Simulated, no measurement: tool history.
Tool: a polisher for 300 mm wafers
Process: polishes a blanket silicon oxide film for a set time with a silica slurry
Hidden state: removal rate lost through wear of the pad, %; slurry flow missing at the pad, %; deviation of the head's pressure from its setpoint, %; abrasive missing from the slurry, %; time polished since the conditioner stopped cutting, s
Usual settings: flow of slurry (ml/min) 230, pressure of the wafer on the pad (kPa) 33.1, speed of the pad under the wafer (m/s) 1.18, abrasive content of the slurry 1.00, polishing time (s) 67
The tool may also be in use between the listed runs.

run,hour,flow of slurry (ml/min),pressure of the wafer on the pad (kPa),speed of the pad under the wafer (m/s),abrasive content of the slurry,polishing time (s),wafers since the last listed run,wafers polished on this pad,hours since the slurry nozzle was cleaned,hours since the head pressure was calibrated,hours since the slurry blender was calibrated,hours since the conditioning disc was replaced,"incoming thickness of the incoming film, nm",film removed (Å)
1,0.0,200,33.1,0.96,1.00,67,0,1136,167.0,477.8,281.7,324.7,733.4,2048
2,34.3,200,33.1,0.96,1.00,67,234,1371,201.3,512.1,316.0,359.0,724.4,2071
# hour 43.0: slurry nozzle cleaned
3,50.0,230,33.1,1.18,1.15,67,100,1472,7.0,527.8,331.7,374.7,721.4,2725
# hour 61.6: slurry blender recalibrated
4,64.2,230,33.1,1.18,1.00,67,83,1555,21.2,542.0,2.6,388.9,733.5,2454
# hour 78.5: worn pad replaced by a new one
5,97.7,230,33.1,1.18,1.00,67,201,131,54.7,575.5,36.1,422.4,736.9,2440
6,128.0,230,33.1,1.18,1.00,67,207,338,85.0,605.8,66.4,452.7,718.7,2436
7,159.4,230,33.1,1.30,1.00,58,214,553,116.4,637.2,97.8,484.1,717.4,2280
# hour 170.1: conditioning disc replaced and pad reconditioned
8,182.4,230,33.1,1.30,1.00,58,143,697,139.4,660.2,120.8,12.3,728.0,2353
9,208.2,230,33.1,1.18,1.15,52,176,874,165.2,686.0,146.6,38.1,720.6,2115
10,240.5,230,33.1,1.18,1.00,52,221,1095,197.5,718.3,178.9,70.4,735.5,1928
11,253.4,200,33.1,1.18,1.00,67,88,1183,210.4,731.2,191.8,83.3,738.9,2443
# hour 255.6: slurry nozzle cleaned
12,280.9,230,33.1,1.38,0.90,55,181,1364,25.3,758.7,219.3,110.8,719.8,2119
13,308.5,230,33.1,1.18,1.15,67,188,1553,52.9,786.3,246.9,138.4,733.5,2701
# hour 316.6: worn pad replaced by a new one
14,339.4,230,33.1,1.18,1.25,67,184,156,83.8,817.2,277.8,169.3,734.1,2820
15,370.7,230,33.1,1.18,1.00,67,214,370,115.1,848.5,309.1,200.6,738.1,2476
16,404.3,295,33.1,1.18,1.00,50,229,600,148.7,882.1,342.7,234.2,730.0,1898
# hour 417.4: slurry blender recalibrated
17,439.3,205,33.1,0.98,1.00,67,225,826,183.7,917.1,21.9,269.2,726.8,2081
18,466.6,230,42.7,0.84,1.00,67,186,1013,211.0,944.4,49.2,296.5,731.5,2449
19,481.9,230,33.1,1.58,1.00,67,104,1117,226.3,959.7,64.5,311.8,738.2,3092
# hour 487.1: head pressure recalibrated
# hour 490.4: slurry nozzle cleaned
20,501.7,230,22.8,1.18,1.00,67,114,1232,11.3,14.6,84.3,331.6,715.4,1696
# hour 554.8: worn pad replaced by a new one
21,570.7,230,33.1,1.42,1.00,67,444,108,80.3,83.6,153.3,400.6,731.8,2806
22,597.0,230,36.5,1.18,1.00,67,180,288,106.6,109.9,179.6,426.9,730.2,2602
23,616.9,230,33.1,1.18,1.00,67,136,424,126.5,129.8,199.5,446.8,729.2,2383
24,643.7,230,33.1,0.86,0.70,67,183,608,153.3,156.6,226.3,473.6,730.9,1314
25,672.5,230,26.2,1.18,1.00,87,197,805,182.1,185.4,255.1,502.4,721.6,2492
26,688.9,230,33.1,1.18,1.00,67,112,917,198.5,201.8,271.5,518.8,721.6,2386

Hidden state at the last listed run before each entry between runs and at the first one after, where it differs:
Between runs 2 and 3: slurry nozzle cleaned (hour 43.0)
  time polished since the conditioner stopped cutting, s: 19.1 -> 20.8
  measured less the result without the state, film removed (Å): -35 -> -60
Between runs 3 and 4: slurry blender recalibrated (hour 61.6)
  time polished since the conditioner stopped cutting, s: 20.8 -> 22.3
  measured less the result without the state, film removed (Å): -60 -> -58
Between runs 4 and 5: worn pad replaced by a new one (hour 78.5)
  time polished since the conditioner stopped cutting, s: 22.3 -> 26.2
  measured less the result without the state, film removed (Å): -58 -> -67
Between runs 7 and 8: conditioning disc replaced and pad reconditioned (hour 170.1)
  time polished since the conditioner stopped cutting, s: 34.1 -> 10.8
  measured less the result without the state, film removed (Å): -91 -> -29
Between runs 11 and 12: slurry nozzle cleaned (hour 255.6)
  time polished since the conditioner stopped cutting, s: 11.7 -> 12.5
  measured less the result without the state, film removed (Å): -31 -> -32
Between runs 13 and 14: worn pad replaced by a new one (hour 316.6)
  time polished since the conditioner stopped cutting, s: 13.5 -> 14.8
  measured less the result without the state, film removed (Å): -39 -> -44
Between runs 16 and 17: slurry blender recalibrated (hour 417.4)
  time polished since the conditioner stopped cutting, s: 18.5 -> 21
  measured less the result without the state, film removed (Å): -38 -> -39
Between runs 19 and 20: head pressure recalibrated (hour 487.1); slurry nozzle cleaned (hour 490.4)
  time polished since the conditioner stopped cutting, s: 24.6 -> 26.4
  measured less the result without the state, film removed (Å): -106 -> -33
Between runs 20 and 21: worn pad replaced by a new one (hour 554.8)
  time polished since the conditioner stopped cutting, s: 26.4 -> 33.6
  measured less the result without the state, film removed (Å): -33 -> -119
